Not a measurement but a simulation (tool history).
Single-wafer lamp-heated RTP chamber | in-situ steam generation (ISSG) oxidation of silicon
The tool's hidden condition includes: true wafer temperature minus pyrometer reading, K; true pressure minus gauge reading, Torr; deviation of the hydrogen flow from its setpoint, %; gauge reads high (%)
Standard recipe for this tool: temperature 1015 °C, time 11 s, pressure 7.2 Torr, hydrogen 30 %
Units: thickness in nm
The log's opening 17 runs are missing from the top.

run    hour  temperature  time  pressure  hydrogen  wafers since the last listed run  wafers since the last pyrometer calibration  hours since the pressure gauge was zeroed  hours since the hydrogen flow controller was replaced  hours since the gauge calibration  read-back reference wafer on the same gauge, thickness  thickness
 18  1500.9         1005    14       6.9        30                               768                                         1463                                      149.6                                                  177.1                              640.2                                                   5.878      5.322
 19  1559.8         1015    14       7.2        30                               586                                         2049                                      208.5                                                  236.0                              699.1                                                   5.870      5.520
 20  1630.1         1015    11       6.9        24                               699                                         2749                                      278.8                                                  306.3                              769.4                                                   5.888      4.647
 21  1723.5         1015    11       8.5        30                               929                                         3679                                      372.2                                                  399.7                              862.8                                                   5.879      4.931
 22  1804.7         1015    11       7.2        30                               808                                         4487                                      453.4                                                  480.9                              944.0                                                   5.881      5.001
 23  1864.2          997    11       7.2        22                               592                                         5080                                      512.9                                                  540.4                             1003.5                                                   5.883      4.294
     1915.7  -- pyrometer window cleaned and pyrometer calibrated
 24  1930.3         1027    11       7.2        30                               578                                          144                                      579.0                                                  606.5                             1069.6                                                   5.878      5.178
 25  1979.5         1022     8       7.2        30                               489                                          634                                      628.2                                                  655.7                             1118.8                                                   5.878      4.472
 26  2073.9         1015    11       7.2        30                               939                                         1574                                      722.6                                                  750.1                             1213.2                                                   5.879      4.967
 27  2175.5         1002    11       8.4        32                              1011                                         2586                                      824.2                                                  851.7                             1314.8                                                   5.883      4.824
 28  2226.0          999    13       6.9        32                               502                                         3088                                      874.7                                                  902.2                             1365.3                                                   5.876      5.133
 29  2312.2          999    13       6.9        32                               858                                         3947                                      960.9                                                  988.4                             1451.5                                                   5.875      5.122
 30  2416.6         1015    14       7.2        30                              1039                                         4986                                     1065.3                                                 1092.8                             1555.9                                                   5.874      5.537

Consider 5 possible next runs. They are alternatives, not a sequence: every one starts from the tool as it was left by run 30. What does each give?
  A  2417.0         1015    11       7.2        30                                 3                                         4990                                     1065.7                                                 1093.2                             1556.3                                                       ?          ?
  B  2417.0         1032    11       8.6        30                                 3                                         4990                                     1065.7                                                 1093.2                             1556.3                                                       ?          ?
  C  2417.0         1015     8       8.4        20                                 3                                         4990                                     1065.7                                                 1093.2                             1556.3                                                       ?          ?
  D  2417.0         1032    11       8.7        32                                 3                                         4990                                     1065.7                                                 1093.2                             1556.3                                                       ?          ?
  E  2417.0         1031    14       8.0        32                                 3                                         4990                                     1065.7                                                 1093.2                             1556.3                                                       ?          ?

run  read-back reference wafer on the same gauge, thickness  thickness
  A                                                   5.880      5.005
  B                                                   5.880      5.300
  C                                                   5.880      3.887
  D                                                   5.880      5.387
  E                                                   5.880      6.045
Without the tool's hidden state the same runs would have given:
run  thickness
  A      5.005
  B      5.300
  C      3.887
  D      5.387
  E      6.045

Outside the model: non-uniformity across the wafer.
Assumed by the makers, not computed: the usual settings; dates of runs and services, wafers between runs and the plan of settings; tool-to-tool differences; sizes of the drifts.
